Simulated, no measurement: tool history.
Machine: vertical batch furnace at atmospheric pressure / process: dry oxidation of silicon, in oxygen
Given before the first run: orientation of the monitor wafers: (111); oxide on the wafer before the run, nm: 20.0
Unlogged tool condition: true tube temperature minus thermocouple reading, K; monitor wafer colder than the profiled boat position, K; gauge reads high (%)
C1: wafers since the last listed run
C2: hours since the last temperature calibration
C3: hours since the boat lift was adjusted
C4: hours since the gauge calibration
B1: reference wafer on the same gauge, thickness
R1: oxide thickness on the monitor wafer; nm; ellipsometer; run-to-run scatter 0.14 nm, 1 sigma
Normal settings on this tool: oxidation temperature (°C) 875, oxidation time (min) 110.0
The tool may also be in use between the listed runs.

Run 1, hour 0.0: usual settings but oxidation temperature (°C) 883, oxidation time (min) 142.0; C1 0; C2 3208.9; C3 3427.6; C4 457.1; B1 45.00. Result: R1 51.39 nm.
Run 2, hour 16.1: usual settings but oxidation temperature (°C) 883, oxidation time (min) 142.0; C1 190; C2 3225.0; C3 3443.7; C4 473.2; B1 45.02. Result: R1 51.24 nm.
At hour 17.5: gauge calibrated.
Run 3, hour 42.1: usual settings; C1 307; C2 3251.0; C3 3469.7; C4 24.6; B1 44.26. Result: R1 42.25 nm.
Run 4, hour 56.8: usual settings; C1 173; C2 3265.7; C3 3484.4; C4 39.3; B1 44.26. Result: R1 41.89 nm.
Run 5, hour 80.5: usual settings; C1 279; C2 3289.4; C3 3508.1; C4 63.0; B1 44.23. Result: R1 41.71 nm.
Run 6, hour 101.1: usual settings but oxidation time (min) 89.5; C1 243; C2 3310.0; C3 3528.7; C4 83.6; B1 44.24. Result: R1 38.03 nm.
Run 7, hour 118.3: usual settings; C1 203; C2 3327.2; C3 3545.9; C4 100.8; B1 44.25. Result: R1 41.98 nm.
Run 8, hour 145.6: usual settings; C1 322; C2 3354.5; C3 3573.2; C4 128.1; B1 44.25. Result: R1 41.81 nm.
Run 9, hour 166.3: usual settings; C1 244; C2 3375.2; C3 3593.9; C4 148.8; B1 44.28. Result: R1 41.98 nm.
Run 10, hour 183.0: usual settings but oxidation time (min) 98.0; C1 197; C2 3391.9; C3 3610.6; C4 165.5; B1 44.37. Result: R1 39.74 nm.
Run 11, hour 216.8: usual settings; C1 399; C2 3425.7; C3 3644.4; C4 199.3; B1 44.48. Result: R1 42.05 nm.
At hour 258.3: thermocouples replaced and temperature profile calibrated.
Run 12, hour 258.8: usual settings; C1 212; C2 0.5; C3 3686.4; C4 241.3; B1 44.49. Result: R1 41.97 nm.
Run 13, hour 275.5: usual settings but oxidation temperature (°C) 868, oxidation time (min) 143.0; C1 197; C2 17.2; C3 3703.1; C4 258.0; B1 44.55. Result: R1 45.52 nm.
Run 14, hour 297.4: usual settings but oxidation temperature (°C) 856, oxidation time (min) 153.5; C1 258; C2 39.1; C3 3725.0; C4 279.9; B1 44.58. Result: R1 42.67 nm.
Run 15, hour 314.3: usual settings but oxidation temperature (°C) 890, oxidation time (min) 76.5; C1 199; C2 56.0; C3 3741.9; C4 296.8; B1 44.57. Result: R1 39.80 nm.
At hour 344.2: boat lift adjusted.
Run 16, hour 344.7: usual settings but oxidation temperature (°C) 854, oxidation time (min) 131.0; C1 75; C2 86.4; C3 0.5; C4 327.2; B1 44.59. Result: R1 39.55 nm.
Run 17, hour 358.2: usual settings but oxidation temperature (°C) 865, oxidation time (min) 142.0; C1 159; C2 99.9; C3 14.0; C4 340.7; B1 44.71. Result: R1 44.59 nm.
Run 18, hour 391.3: usual settings but oxidation temperature (°C) 851, oxidation time (min) 93.5; C1 391; C2 133.0; C3 47.1; C4 373.8; B1 44.76. Result: R1 33.97 nm.
Run 19, hour 405.6: usual settings but oxidation temperature (°C) 853, oxidation time (min) 60.0; C1 168; C2 147.3; C3 61.4; C4 388.1; B1 44.85. Result: R1 29.40 nm.
At hour 408.7: gauge calibrated.
Run 20, hour 417.9: usual settings; C1 145; C2 159.6; C3 73.7; C4 9.2; B1 44.41. Result: R1 42.12 nm.
Run 21, hour 452.6: usual settings but oxidation time (min) 78.5; C1 409; C2 194.3; C3 108.4; C4 43.9; B1 44.38. Result: R1 36.38 nm.
Run 22, hour 482.7: usual settings; C1 355; C2 224.4; C3 138.5; C4 74.0; B1 44.43. Result: R1 42.15 nm.
Run 23, hour 513.9: usual settings; C1 368; C2 255.6; C3 169.7; C4 105.2; B1 44.48. Result: R1 42.21 nm.
Run 24, hour 537.6: usual settings but oxidation temperature (°C) 883; C1 279; C2 279.3; C3 193.4; C4 128.9; B1 44.46. Result: R1 44.34 nm.
Run 25, hour 566.2: usual settings but oxidation time (min) 58.0; C1 337; C2 307.9; C3 222.0; C4 157.5; B1 44.56. Result: R1 32.08 nm.

Below are 5 alternative next runs, each starting from the tool's condition after run 25. Predict each:
Run A, hour 570.9: usual settings; C1 55; C2 312.6; C3 226.7; C4 162.2; B1 ?. Result: R1 ?.
Run B, hour 570.9: usual settings but oxidation temperature (°C) 898; C1 55; C2 312.6; C3 226.7; C4 162.2; B1 ?. Result: R1 ?.
Run C, hour 570.9: usual settings but oxidation temperature (°C) 859; C1 55; C2 312.6; C3 226.7; C4 162.2; B1 ?. Result: R1 ?.
Run D, hour 570.9: usual settings but oxidation temperature (°C) 864, oxidation time (min) 124.5; C1 55; C2 312.6; C3 226.7; C4 162.2; B1 ?. Result: R1 ?.
Run E, hour 570.9: usual settings but oxidation time (min) 90.5; C1 55; C2 312.6; C3 226.7; C4 162.2; B1 ?. Result: R1 ?.

run     B1     R1
  A  44.50  42.01
  B  44.50  49.76
  C  44.50  37.62
  D  44.50  41.16
  E  44.50  38.45
What these runs would have given with no unlogged condition in the tool:
run     R1
  A  41.83
  B  49.54
  C  37.46
  D  40.98
  E  38.28
